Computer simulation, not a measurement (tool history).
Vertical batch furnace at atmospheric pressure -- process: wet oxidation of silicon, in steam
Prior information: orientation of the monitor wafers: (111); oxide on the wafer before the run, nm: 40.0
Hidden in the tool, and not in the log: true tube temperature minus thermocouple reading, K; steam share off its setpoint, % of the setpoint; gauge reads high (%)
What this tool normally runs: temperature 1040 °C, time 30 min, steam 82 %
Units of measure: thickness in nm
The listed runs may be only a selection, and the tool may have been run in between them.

| run | hour | temperature | time | steam | wafers since the last listed run | hours since the last temperature calibration | hours since the steam generator was serviced | hours since the gauge calibration | read-back reference wafer on the same gauge, thickness | thickness |
|---|---|---|---|---|---|---|---|---|---|---|
| 1 | 0 | 1034 | 30 | 82 | 0 | 1596.3 | 1510.8 | 119.6 | 354.1 | 371.57 |
| 2 | 14.5 | 1034 | 30 | 82 | 177 | 1610.8 | 1525.3 | 134.1 | 354.1 | 371.62 |
| 3 | 43 | 1034 | 30 | 82 | 349 | 1639.3 | 1553.8 | 162.6 | 354.14 | 370.98 |
| 4 | 73 | 1056 | 30 | 82 | 368 | 1669.3 | 1583.8 | 192.6 | 353.88 | 410.14 |
| 5 | 93.1 | 1056 | 30 | 82 | 246 | 1689.4 | 1603.9 | 212.7 | 354.02 | 412.85 |
| 6 | 121.4 | 1026 | 30 | 82 | 347 | 1717.7 | 1632.2 | 241 | 354.03 | 357.15 |
| 7 | 140 | 1026 | 30 | 82 | 228 | 1736.3 | 1650.8 | 259.6 | 353.93 | 354.64 |
|  | 172.1 | steam generator serviced |
| 8 | 172.6 | 1026 | 30 | 82 | 105 | 1768.9 | 0.5 | 292.2 | 353.95 | 355.04 |
| 9 | 183.2 | 1040 | 30 | 82 | 130 | 1779.5 | 11.1 | 302.8 | 353.99 | 379.67 |
|  | 227.6 | thermocouples replaced and temperature profile calibrated |
| 10 | 228.1 | 1040 | 30 | 82 | 256 | 0.5 | 56 | 347.7 | 354 | 379.94 |
| 11 | 236.9 | 1032 | 34.5 | 76 | 108 | 9.3 | 64.8 | 356.5 | 354.05 | 380.71 |
| 12 | 250.8 | 1040 | 30 | 82 | 170 | 23.2 | 78.7 | 370.4 | 354.04 | 382.37 |
| 13 | 276.8 | 1040 | 19.5 | 82 | 319 | 49.2 | 104.7 | 396.4 | 354.09 | 297.74 |
|  | 286.5 | gauge calibrated |
| 14 | 307.9 | 1040 | 21.5 | 85 | 381 | 80.3 | 135.8 | 21.4 | 353.89 | 320.14 |
| 15 | 334.1 | 1056 | 30 | 82 | 321 | 106.5 | 162 | 47.6 | 354.15 | 411.36 |
| 16 | 369 | 1040 | 30 | 82 | 428 | 141.4 | 196.9 | 82.5 | 354 | 382.15 |
| 17 | 404 | 1040 | 26 | 93 | 429 | 176.4 | 231.9 | 117.5 | 354.2 | 379.53 |
| 18 | 435.5 | 1052 | 30 | 85 | 386 | 207.9 | 263.4 | 149 | 354.06 | 411.43 |
| 19 | 451 | 1040 | 17.5 | 92 | 190 | 223.4 | 278.9 | 164.5 | 354.01 | 298.38 |
| 20 | 480.9 | 1063 | 30 | 87 | 366 | 253.3 | 308.8 | 194.4 | 354.25 | 438.25 |

Alternative continuations, all from the tool just after run 20; predict every row:
| A | 484.8 | 1040 | 34.5 | 82 | 47 | 257.2 | 312.7 | 198.3 | ? | ? |
| B | 484.8 | 1040 | 30 | 76 | 47 | 257.2 | 312.7 | 198.3 | ? | ? |
| C | 484.8 | 1040 | 19 | 86 | 47 | 257.2 | 312.7 | 198.3 | ? | ? |
| D | 484.8 | 1064 | 21.5 | 71 | 47 | 257.2 | 312.7 | 198.3 | ? | ? |
| E | 484.8 | 1031 | 17 | 82 | 47 | 257.2 | 312.7 | 198.3 | ? | ? |

| run | read-back reference wafer on the same gauge, thickness | thickness |
|---|---|---|
| A | 353.98 | 413.29 |
| B | 353.98 | 364.93 |
| C | 353.98 | 300.65 |
| D | 353.98 | 325.04 |
| E | 353.98 | 261.01 |
Stripped of hidden state, with their random variation kept, the same runs would have yielded:
| run | thickness |
|---|---|
| A | 413.29 |
| B | 364.93 |
| C | 300.65 |
| D | 325.04 |
| E | 261.01 |
